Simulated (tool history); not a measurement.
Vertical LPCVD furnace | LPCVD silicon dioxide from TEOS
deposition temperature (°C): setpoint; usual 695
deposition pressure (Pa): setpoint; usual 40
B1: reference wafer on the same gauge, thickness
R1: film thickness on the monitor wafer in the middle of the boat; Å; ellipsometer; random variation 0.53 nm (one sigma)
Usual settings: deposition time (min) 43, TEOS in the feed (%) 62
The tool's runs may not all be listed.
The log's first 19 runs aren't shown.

Run 20, hour 1714.9: usual settings but deposition time (min) 35, TEOS in the feed (%) 53; B1 275.14. Result: R1 1846.9 Å.
Run 21, hour 1820: usual settings but deposition temperature (°C) 699, deposition pressure (Pa) 48, deposition time (min) 52.5, TEOS in the feed (%) 58; B1 275.29. Result: R1 3487.1 Å.
Run 22, hour 1871.8: usual settings but deposition time (min) 54; B1 274.99. Result: R1 3091.7 Å.
Run 23, hour 1968: usual settings but deposition time (min) 56; B1 275.3. Result: R1 3193.4 Å.
Run 24, hour 2007.1: usual settings; B1 275.1. Result: R1 2450.7 Å.
Run 25, hour 2114.3: usual settings but deposition time (min) 55, TEOS in the feed (%) 70; B1 274.99. Result: R1 3329.6 Å.
Run 26, hour 2200.1: usual settings; B1 275.24. Result: R1 2448 Å.
Run 27, hour 2269: usual settings; B1 275.01. Result: R1 2450.9 Å.
Run 28, hour 2350.5: usual settings; B1 275.05. Result: R1 2449.1 Å.
Run 29, hour 2456.2: usual settings but deposition pressure (Pa) 47.3, TEOS in the feed (%) 71; B1 274.85. Result: R1 2860 Å.
Run 30, hour 2545: usual settings but deposition temperature (°C) 703, deposition pressure (Pa) 49.3, deposition time (min) 54, TEOS in the feed (%) 50; B1 275.05. Result: R1 3698.4 Å.
Run 31, hour 2585.6: usual settings but deposition pressure (Pa) 48; B1 275.21. Result: R1 2686.6 Å.

Forecast each of these 4 alternatives for the next run:
Run A, hour 2590.2: usual settings but deposition pressure (Pa) 36; B1 ?. Result: R1 ?.
Run B, hour 2590.2: usual settings but deposition temperature (°C) 705, deposition pressure (Pa) 44, deposition time (min) 49.5, TEOS in the feed (%) 55; B1 ?. Result: R1 ?.
Run C, hour 2590.2: usual settings but deposition pressure (Pa) 46, TEOS in the feed (%) 69; B1 ?. Result: R1 ?.
Run D, hour 2590.2: usual settings but deposition pressure (Pa) 30.7; B1 ?. Result: R1 ?.

run      B1      R1
  A  274.95    2329
  B  274.95    3520
  C  274.95  2779.5
  D  274.95  2149.6
Without the tool's hidden state the same runs would have given:
run      R1
  A    2339
  B  3537.9
  C  2789.3
  D  2158.8
